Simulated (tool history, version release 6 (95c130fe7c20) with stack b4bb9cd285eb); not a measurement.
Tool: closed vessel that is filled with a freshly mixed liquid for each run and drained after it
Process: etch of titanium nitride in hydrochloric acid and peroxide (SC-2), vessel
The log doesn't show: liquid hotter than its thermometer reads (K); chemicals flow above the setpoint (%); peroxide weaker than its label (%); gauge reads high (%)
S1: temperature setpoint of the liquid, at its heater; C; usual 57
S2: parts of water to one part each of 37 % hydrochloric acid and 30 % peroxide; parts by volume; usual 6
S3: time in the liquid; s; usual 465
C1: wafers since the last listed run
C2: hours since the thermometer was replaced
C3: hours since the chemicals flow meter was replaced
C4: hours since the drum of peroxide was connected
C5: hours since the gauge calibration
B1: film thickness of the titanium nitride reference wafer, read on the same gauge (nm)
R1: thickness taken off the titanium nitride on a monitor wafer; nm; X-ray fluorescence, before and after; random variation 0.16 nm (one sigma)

| run | hour | S1 | S2 | S3 | C1 | C2 | C3 | C4 | C5 | B1 | R1 |
|---|---|---|---|---|---|---|---|---|---|---|---|
| 1 | 0 | 57 | 6 | 585 | 0 | 1355.1 | 1321.7 | 819.8 | 1910.4 | 90.01 | 37.69 |
| 2 | 74.1 | 57 | 6 | 585 | 6345 | 1429.2 | 1395.8 | 893.9 | 1984.5 | 90.03 | 37.5 |
| 3 | 376.7 | 57 | 6 | 465 | 25911 | 1731.8 | 1698.4 | 1196.5 | 2287.1 | 90.01 | 29.96 |
| 4 | 481.1 | 57 | 6 | 465 | 8939 | 1836.2 | 1802.8 | 1300.9 | 2391.5 | 89.98 | 29.95 |
| 5 | 538.5 | 57 | 6 | 465 | 4915 | 1893.6 | 1860.2 | 1358.3 | 2448.9 | 90 | 29.91 |
| 6 | 597.8 | 57 | 6 | 465 | 5077 | 1952.9 | 1919.5 | 1417.6 | 2508.2 | 90 | 29.95 |
| 7 | 635.7 | 57 | 6 | 465 | 3245 | 1990.8 | 1957.4 | 1455.5 | 2546.1 | 90.03 | 29.51 |
|  | 647.6 | new drum of peroxide connected |
|  | 650.5 | chemicals flow meter replaced |
| 8 | 680.9 | 57 | 6 | 465 | 3699 | 2036 | 30.4 | 33.3 | 2591.3 | 89.97 | 29.9 |
| 9 | 734.4 | 57 | 6 | 465 | 4581 | 2089.5 | 83.9 | 86.8 | 2644.8 | 90 | 29.83 |
| 10 | 807.9 | 57 | 6 | 465 | 6293 | 2163 | 157.4 | 160.3 | 2718.3 | 90.01 | 29.73 |
| 11 | 884.9 | 57 | 6 | 465 | 6593 | 2240 | 234.4 | 237.3 | 2795.3 | 90.02 | 29.96 |
| 12 | 974.3 | 57 | 6 | 735 | 7655 | 2329.4 | 323.8 | 326.7 | 2884.7 | 89.99 | 47.03 |
| 13 | 1082.2 | 57 | 6 | 465 | 9239 | 2437.3 | 431.7 | 434.6 | 2992.6 | 90 | 30.03 |
| 14 | 1159.8 | 66 | 4 | 545 | 6644 | 2514.9 | 509.3 | 512.2 | 3070.2 | 90.02 | 82.02 |
| 15 | 1248.6 | 64 | 5 | 465 | 7603 | 2603.7 | 598.1 | 601 | 3159 | 89.99 | 53.27 |
| 16 | 1290.7 | 57 | 4.5 | 465 | 3604 | 2645.8 | 640.2 | 643.1 | 3201.1 | 89.97 | 37.01 |
| 17 | 1380.5 | 49.5 | 4 | 715 | 7689 | 2735.6 | 730 | 732.9 | 3290.9 | 90.02 | 37.38 |
| 18 | 1455.7 | 62 | 4.5 | 360 | 6439 | 2810.8 | 805.2 | 808.1 | 3366.1 | 89.99 | 39.5 |
|  | 1601.4 | thermometer replaced |
| 19 | 1706.1 | 57 | 9 | 210 | 21355 | 104.7 | 1055.6 | 1058.5 | 3616.5 | 90 | 9.81 |
| 20 | 1743.6 | 57 | 5 | 730 | 3211 | 142.2 | 1093.1 | 1096 | 3654 | 90.01 | 53.9 |
| 21 | 1784.3 | 63.5 | 8.5 | 465 | 3485 | 182.9 | 1133.8 | 1136.7 | 3694.7 | 90.01 | 34.05 |
|  | 1842.5 | gauge calibrated |
| 22 | 1865.9 | 57 | 6 | 465 | 6987 | 264.5 | 1215.4 | 1218.3 | 23.4 | 90.04 | 29.9 |
| 23 | 1945.1 | 57 | 6 | 465 | 6781 | 343.7 | 1294.6 | 1297.5 | 102.6 | 89.97 | 30.09 |
| 24 | 1991.7 | 50.5 | 7 | 735 | 3990 | 390.3 | 1341.2 | 1344.1 | 149.2 | 89.99 | 27.59 |
| 25 | 2263.1 | 57 | 6 | 465 | 23239 | 661.7 | 1612.6 | 1615.5 | 420.6 | 90.01 | 29.96 |
|  | 2309 | new drum of peroxide connected |
| 26 | 2337.8 | 57 | 6 | 465 | 6310 | 736.4 | 1687.3 | 28.8 | 495.3 | 89.99 | 29.82 |
| 27 | 2439.9 | 52.5 | 4.5 | 465 | 8742 | 838.5 | 1789.4 | 130.9 | 597.4 | 90.02 | 27.16 |
| 28 | 2508.5 | 66.5 | 6 | 640 | 5874 | 907.1 | 1858 | 199.5 | 666 | 90 | 73.87 |
| 29 | 2553.8 | 57 | 6 | 465 | 3878 | 952.4 | 1903.3 | 244.8 | 711.3 | 90.03 | 29.91 |

Hidden state at the last listed run before each entry between runs and at the first one after, where it differs:
Between runs 7 and 8: new drum of peroxide connected (hour 647.6); chemicals flow meter replaced (hour 650.5)
  no hidden state differs between the two runs
Between runs 18 and 19: thermometer replaced (hour 1601.4)
  no hidden state differs between the two runs
Between runs 21 and 22: gauge calibrated (hour 1842.5)
  no hidden state differs between the two runs
Between runs 25 and 26: new drum of peroxide connected (hour 2309)
  no hidden state differs between the two runs
